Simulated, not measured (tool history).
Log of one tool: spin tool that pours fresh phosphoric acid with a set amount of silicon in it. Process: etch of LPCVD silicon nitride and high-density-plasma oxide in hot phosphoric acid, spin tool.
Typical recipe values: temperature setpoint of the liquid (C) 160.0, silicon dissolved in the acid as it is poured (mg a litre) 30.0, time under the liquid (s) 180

run     day  temperature setpoint of the liquid (C)  silicon dissolved in the acid as it is poured (mg a litre)  time under the liquid (s)  read-back film thickness of the LPCVD silicon nitride reference wafer, read on the same gauge (nm)  read-back film thickness of the high-density-plasma oxide reference wafer, read on the same gauge (nm)  thickness taken off the LPCVD silicon nitride on a monitor wafer (Å)  thickness taken off the high-density-plasma oxide on a monitor wafer (Å)
  1   0.000                                   160.0                                                        30.0                        180                                                                                               49.99                                                                                                  39.995                                                                 143.0                                                                      3.38
      0.288  -- thermometer replaced
  2   1.050                                   158.5                                                        22.0                        255                                                                                               50.00                                                                                                  40.037                                                                 191.4                                                                      5.52
  3   1.692                                   160.0                                                        30.0                        180                                                                                               49.98                                                                                                  39.994                                                                 141.7                                                                      3.80
  4   2.929                                   160.0                                                        30.0                        180                                                                                               50.04                                                                                                  39.985                                                                 141.8                                                                      3.97
  5   3.708                                   160.0                                                        47.5                         95                                                                                               50.01                                                                                                  40.007                                                                  75.0                                                                      0.93
  6   4.242                                   160.0                                                        30.0                         95                                                                                               49.98                                                                                                  39.960                                                                  74.7                                                                      1.81
  7   7.338                                   160.0                                                         7.0                        180                                                                                               49.98                                                                                                  40.034                                                                 141.1                                                                      6.99
  8   8.058                                   161.5                                                        50.0                        225                                                                                               50.02                                                                                                  39.992                                                                 186.3                                                                      2.16
  9   8.692                                   160.0                                                        30.0                        180                                                                                               50.01                                                                                                  40.005                                                                 142.7                                                                      3.74
 10  11.804                                   162.5                                                        23.0                        110                                                                                               49.98                                                                                                  39.994                                                                  93.4                                                                      3.40
 11  12.812                                   162.5                                                        45.0                        245                                                                                               50.02                                                                                                  39.975                                                                 205.5                                                                      2.52
 12  13.671                                   162.5                                                        40.5                        230                                                                                               50.00                                                                                                  39.971                                                                 195.0                                                                      2.76
 13  14.429                                   159.0                                                        14.5                         85                                                                                               49.98                                                                                                  39.970                                                                  64.2                                                                      2.24
 14  15.492                                   160.0                                                        30.0                         95                                                                                               50.02                                                                                                  40.008                                                                  73.7                                                                      1.94
 15  16.562                                   160.0                                                        30.0                        110                                                                                               49.99                                                                                                  39.986                                                                  85.1                                                                      2.30
 16  17.971                                   160.0                                                        17.5                         85                                                                                               50.01                                                                                                  39.978                                                                  66.0                                                                      2.57
     18.262  -- dissolved silicon flow meter replaced
 17  18.521                                   158.5                                                        30.0                        120                                                                                               50.00                                                                                                  39.998                                                                  88.6                                                                      2.18
 18  19.075                                   161.0                                                        48.5                        130                                                                                               50.01                                                                                                  40.023                                                                 103.5                                                                      1.04
 19  20.438                                   161.5                                                        30.0                        210                                                                                               49.98                                                                                                  40.021                                                                 171.3                                                                      4.68
     21.650  -- gauge calibrated
 20  21.842                                   158.5                                                        21.5                        230                                                                                               50.05                                                                                                  40.031                                                                 168.7                                                                      4.98
 21  23.258                                   157.0                                                        44.5                        180                                                                                               50.01                                                                                                  40.020                                                                 125.6                                                                      1.14
 22  23.929                                   160.0                                                        30.0                        180                                                                                               50.00                                                                                                  40.001                                                                 138.2                                                                      2.99

Each row is a separate what-if for the run after 22, all from the same tool condition, not one after another. Results?
  A  23.950                                   160.0                                                        30.0                        180                                                                                                   ?                                                                                                       ?                                                                     ?                                                                         ?
  B  23.950                                   160.0                                                        12.5                         85                                                                                                   ?                                                                                                       ?                                                                     ?                                                                         ?
  C  23.950                                   159.0                                                        30.0                        230                                                                                                   ?                                                                                                       ?                                                                     ?                                                                         ?

run  read-back film thickness of the LPCVD silicon nitride reference wafer, read on the same gauge (nm)  read-back film thickness of the high-density-plasma oxide reference wafer, read on the same gauge (nm)  thickness taken off the LPCVD silicon nitride on a monitor wafer (Å)  thickness taken off the high-density-plasma oxide on a monitor wafer (Å)
  A                                                                                               50.01                                                                                                  39.981                                                                 138.8                                                                      3.31
  B                                                                                               50.01                                                                                                  39.981                                                                  65.6                                                                      2.66
  C                                                                                               50.01                                                                                                  39.981                                                                 171.5                                                                      3.93
With the hidden condition removed and each run's random variation left untouched, the same runs would have given:
run  thickness taken off the LPCVD silicon nitride on a monitor wafer (Å)  thickness taken off the high-density-plasma oxide on a monitor wafer (Å)
  A                                                                 143.4                                                                      3.56
  B                                                                  67.7                                                                      2.86
  C                                                                 177.2                                                                      4.22
